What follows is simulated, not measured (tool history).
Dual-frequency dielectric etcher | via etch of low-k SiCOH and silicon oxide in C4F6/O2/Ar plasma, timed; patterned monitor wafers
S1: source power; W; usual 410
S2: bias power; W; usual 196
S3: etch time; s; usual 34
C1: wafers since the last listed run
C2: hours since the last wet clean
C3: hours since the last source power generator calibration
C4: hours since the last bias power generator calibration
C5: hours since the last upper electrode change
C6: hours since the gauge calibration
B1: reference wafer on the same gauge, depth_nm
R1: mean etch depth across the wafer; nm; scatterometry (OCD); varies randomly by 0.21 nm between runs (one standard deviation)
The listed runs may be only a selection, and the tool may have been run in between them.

| run | day | S1 | S2 | S3 | C1 | C2 | C3 | C4 | C5 | C6 | B1 | R1 |
|---|---|---|---|---|---|---|---|---|---|---|---|---|
| 1 | 0 | 440 | 196 | 34 | 0 | 451.5 | 4393.7 | 2031.1 | 2762.9 | 423.2 | 87.3 | 88.5 |
| 2 | 0.542 | 440 | 196 | 34 | 183 | 464.5 | 4406.7 | 2044.1 | 2775.9 | 436.2 | 87.4 | 88.8 |
| 3 | 0.917 | 440 | 196 | 34 | 127 | 473.5 | 4415.7 | 2053.1 | 2784.9 | 445.2 | 87.4 | 88.4 |
|  | 1.775 | source power generator calibrated |
| 4 | 1.804 | 410 | 196 | 34 | 244 | 494.8 | 0.7 | 2074.4 | 2806.2 | 466.5 | 87.3 | 87.4 |
| 5 | 2.471 | 410 | 172 | 34 | 226 | 510.8 | 16.7 | 2090.4 | 2822.2 | 482.5 | 87.4 | 81.7 |
|  | 2.979 | bias power generator calibrated |
| 6 | 3.012 | 410 | 172 | 34 | 127 | 523.8 | 29.7 | 0.8 | 2835.2 | 495.5 | 87.4 | 81.6 |
| 7 | 3.708 | 320 | 196 | 34 | 236 | 540.5 | 46.4 | 17.5 | 2851.9 | 512.2 | 87.4 | 83.4 |
| 8 | 3.958 | 490 | 159 | 26.5 | 84 | 546.5 | 52.4 | 23.5 | 2857.9 | 518.2 | 87.3 | 63.7 |
| 9 | 4.621 | 460 | 196 | 34 | 224 | 562.4 | 68.3 | 39.4 | 2873.8 | 534.1 | 87.4 | 89 |
| 10 | 5.008 | 410 | 242 | 29.5 | 131 | 571.7 | 77.6 | 48.7 | 2883.1 | 543.4 | 87.4 | 84 |
| 11 | 5.329 | 410 | 196 | 34 | 108 | 579.4 | 85.3 | 56.4 | 2890.8 | 551.1 | 87.4 | 87.1 |
|  | 5.738 | gauge calibrated |
| 12 | 5.95 | 490 | 196 | 24 | 210 | 594.3 | 100.2 | 71.3 | 2905.7 | 5.1 | 87.4 | 63.7 |
|  | 6.996 | wet clean of the chamber |
| 13 | 7.017 | 410 | 196 | 34 | 22 | 0.5 | 125.8 | 96.9 | 2931.3 | 30.7 | 87.4 | 88.5 |
| 14 | 7.033 | 410 | 167 | 34 | 5 | 0.9 | 126.2 | 97.3 | 2931.7 | 31.1 | 87.5 | 81.4 |
| 15 | 7.425 | 480 | 213 | 41.5 | 132 | 10.3 | 135.6 | 106.7 | 2941.1 | 40.5 | 87.4 | 116.4 |
| 16 | 8.012 | 410 | 196 | 24.5 | 199 | 24.4 | 149.7 | 120.8 | 2955.2 | 54.6 | 87.5 | 63.3 |
| 17 | 8.708 | 410 | 176 | 34 | 236 | 41.1 | 166.4 | 137.5 | 2971.9 | 71.3 | 87.4 | 83.3 |
|  | 10.242 | upper electrode replaced |
| 18 | 10.262 | 410 | 196 | 34 | 188 | 78.4 | 203.7 | 174.8 | 0.5 | 108.6 | 87.5 | 87.7 |
| 19 | 10.608 | 410 | 183 | 34 | 117 | 86.7 | 212 | 183.1 | 8.8 | 116.9 | 87.4 | 85 |
| 20 | 11.008 | 410 | 196 | 34 | 135 | 96.3 | 221.6 | 192.7 | 18.4 | 126.5 | 87.4 | 88 |
| 21 | 11.704 | 510 | 228 | 29.5 | 236 | 113 | 238.3 | 209.4 | 35.1 | 143.2 | 87.4 | 85.5 |
| 22 | 12.121 | 460 | 196 | 40.5 | 141 | 123 | 248.3 | 219.4 | 45.1 | 153.2 | 87.4 | 107.8 |
| 23 | 12.742 | 370 | 196 | 27.5 | 210 | 137.9 | 263.2 | 234.3 | 60 | 168.1 | 87.4 | 69.7 |
| 24 | 13.221 | 360 | 222 | 34 | 162 | 149.4 | 274.7 | 245.8 | 71.5 | 179.6 | 87.4 | 90.6 |
| 25 | 13.779 | 330 | 196 | 29.5 | 189 | 162.8 | 288.1 | 259.2 | 84.9 | 193 | 87.4 | 72.9 |
| 26 | 14.229 | 410 | 226 | 26 | 152 | 173.6 | 298.9 | 270 | 95.7 | 203.8 | 87.4 | 72.1 |
| 27 | 14.846 | 500 | 174 | 25 | 209 | 188.4 | 313.7 | 284.8 | 110.5 | 218.6 | 87.4 | 63.4 |
| 28 | 15.196 | 410 | 220 | 34 | 118 | 196.8 | 322.1 | 293.2 | 118.9 | 227 | 87.4 | 92.7 |
| 29 | 15.883 | 410 | 196 | 26 | 233 | 213.3 | 338.6 | 309.7 | 135.4 | 243.5 | 87.4 | 67.2 |

Consider 5 possible next runs. They are alternatives, not a sequence: every one starts from the tool as it was left by run 29. What does each give?
| A | 15.9 | 410 | 196 | 34 | 5 | 213.7 | 339 | 310.1 | 135.8 | 243.9 | ? | ? |
| B | 15.9 | 410 | 152 | 34 | 5 | 213.7 | 339 | 310.1 | 135.8 | 243.9 | ? | ? |
| C | 15.9 | 450 | 196 | 34 | 5 | 213.7 | 339 | 310.1 | 135.8 | 243.9 | ? | ? |
| D | 15.9 | 310 | 242 | 34 | 5 | 213.7 | 339 | 310.1 | 135.8 | 243.9 | ? | ? |
| E | 15.9 | 480 | 147 | 31 | 5 | 213.7 | 339 | 310.1 | 135.8 | 243.9 | ? | ? |

| run | B1 | R1 |
|---|---|---|
| A | 87.4 | 87.8 |
| B | 87.4 | 77.3 |
| C | 87.4 | 89.5 |
| D | 87.4 | 92 |
| E | 87.4 | 71.7 |
What these runs would have given with no unlogged condition in the tool:
| run | R1 |
|---|---|
| A | 88.2 |
| B | 77.7 |
| C | 90 |
| D | 92.5 |
| E | 72.1 |
